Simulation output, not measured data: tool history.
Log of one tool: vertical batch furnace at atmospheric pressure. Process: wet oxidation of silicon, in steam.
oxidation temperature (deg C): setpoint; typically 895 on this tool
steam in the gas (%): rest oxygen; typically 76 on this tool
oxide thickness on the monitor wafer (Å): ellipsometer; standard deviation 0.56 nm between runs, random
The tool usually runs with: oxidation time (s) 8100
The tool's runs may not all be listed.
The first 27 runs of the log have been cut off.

| run | hour | oxidation temperature (deg C) | oxidation time (s) | steam in the gas (%) | wafers since the last listed run | hours since the last temperature calibration | hours since the steam generator was serviced | hours since the gauge calibration | read-back reference wafer on the same gauge, thickness | oxide thickness on the monitor wafer (Å) |
|---|---|---|---|---|---|---|---|---|---|---|
| 28 | 1205.3 | 912 | 11160 | 71 | 331 | 304.3 | 561.3 | 1147.0 | 284.85 | 3648.3 |
| 29 | 1239.5 | 895 | 4710 | 76 | 254 | 338.5 | 595.5 | 1181.2 | 285.09 | 1629.1 |
| 30 | 1282.7 | 895 | 8100 | 76 | 321 | 381.7 | 638.7 | 1224.4 | 285.17 | 2510.7 |
| 31 | 1339.6 | 903 | 8100 | 76 | 422 | 438.6 | 695.6 | 1281.3 | 285.01 | 2761.4 |
| 32 | 1387.4 | 874 | 11550 | 76 | 355 | 486.4 | 743.4 | 1329.1 | 285.12 | 2559.3 |
| 33 | 1456.0 | 895 | 8100 | 76 | 509 | 555.0 | 812.0 | 1397.7 | 285.08 | 2515.6 |
| 34 | 1510.1 | 886 | 8100 | 70 | 402 | 609.1 | 866.1 | 1451.8 | 285.08 | 2120.3 |
| 35 | 1544.5 | 895 | 8100 | 71 | 255 | 643.5 | 900.5 | 1486.2 | 284.78 | 2394.5 |
| 36 | 1589.1 | 909 | 4830 | 76 | 331 | 688.1 | 945.1 | 1530.8 | 285.02 | 1981.4 |

For run 37, what comes out?
| 37 | 1622.4 | 895 | 8100 | 71 | 247 | 721.4 | 978.4 | 1564.1 | ? | ? |

read-back reference wafer on the same gauge, thickness: 284.89
oxide thickness on the monitor wafer (Å): 2401.0
Minus the tool's unlogged condition, the same run would have read oxide thickness on the monitor wafer (Å) 2332.1.
